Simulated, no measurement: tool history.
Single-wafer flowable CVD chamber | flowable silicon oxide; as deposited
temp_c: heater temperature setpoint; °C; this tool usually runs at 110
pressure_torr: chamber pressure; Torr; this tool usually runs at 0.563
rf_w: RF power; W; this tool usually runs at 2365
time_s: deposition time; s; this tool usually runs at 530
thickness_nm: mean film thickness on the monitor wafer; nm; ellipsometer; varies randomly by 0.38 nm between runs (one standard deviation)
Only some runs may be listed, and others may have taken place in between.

run	hour	temp_c	pressure_torr	rf_w	time_s	wafers since the last listed run	hours since the last thermocouple change	hours since the last RF generator calibration	hours since the last manometer calibration	hours since the showerhead was replaced	hours since the gauge calibration	read-back reference wafer on the same gauge, thickness_nm	thickness_nm
1	0	110	0.563	2365	530	0	488.3	767	942.6	5392.1	621.8	130.938	152.526
# hour 23.9: capacitance manometer re-zeroed and calibrated
2	39.1	110	0.563	2365	530	82	527.4	806.1	15.2	5431.2	660.9	131.034	152.399
3	91.7	110	0.563	2365	530	140	580	858.7	67.8	5483.8	713.5	131.019	152.041
# hour 106: RF generator calibrated
4	177.7	110	0.563	2365	530	207	666	71.7	153.8	5569.8	799.5	130.959	152.637
5	262.2	110	0.563	2365	530	224	750.5	156.2	238.3	5654.3	884	130.973	152.607
6	368.1	110	0.563	2365	530	281	856.4	262.1	344.2	5760.2	989.9	131.053	152.869
7	412.7	110	0.563	2365	530	118	901	306.7	388.8	5804.8	1034.5	130.985	152.412
8	497	110	0.563	2365	530	224	985.3	391	473.1	5889.1	1118.8	130.943	151.862
9	577.5	110	0.563	2365	530	214	1065.8	471.5	553.6	5969.6	1199.3	131.057	153.242
# hour 621.1: thermocouple changed; heater temperature recalibrated
10	640.9	110	0.563	2365	530	147	19.8	534.9	617	6033	1262.7	131.045	153.197
# hour 803.9: showerhead replaced
11	835.8	110	0.652	2365	530	497	214.7	729.8	811.9	31.9	1457.6	130.994	177.198
# hour 912.8: RF generator calibrated
12	913.7	110	0.652	2365	530	186	292.6	0.9	889.8	109.8	1535.5	131.002	175.634
# hour 946.8: gauge calibrated
13	975.9	110	0.563	2365	530	165	354.8	63.1	952	172	29.1	130.964	150.916
14	1053.4	96	0.563	2365	481	206	432.3	140.6	1029.5	249.5	106.6	130.942	204.994
# hour 1134.9: capacitance manometer re-zeroed and calibrated
15	1212.5	110	0.563	2365	530	402	591.4	299.7	77.6	408.6	265.7	131.007	149.68
16	1290.6	100	0.563	2670	611	207	669.5	377.8	155.7	486.7	343.8	130.941	236.904

The next listed run, before its measurement:
17	1388.3	110	0.563	2365	530	260	767.2	475.5	253.4	584.4	441.5	?	?

For run 17 the tool returned read-back reference wafer on the same gauge, thickness_nm 130.947, thickness_nm 150.152 nm.
Were there no unlogged condition in the tool, this run, its random variation unchanged, would have produced thickness_nm 153.734 nm.
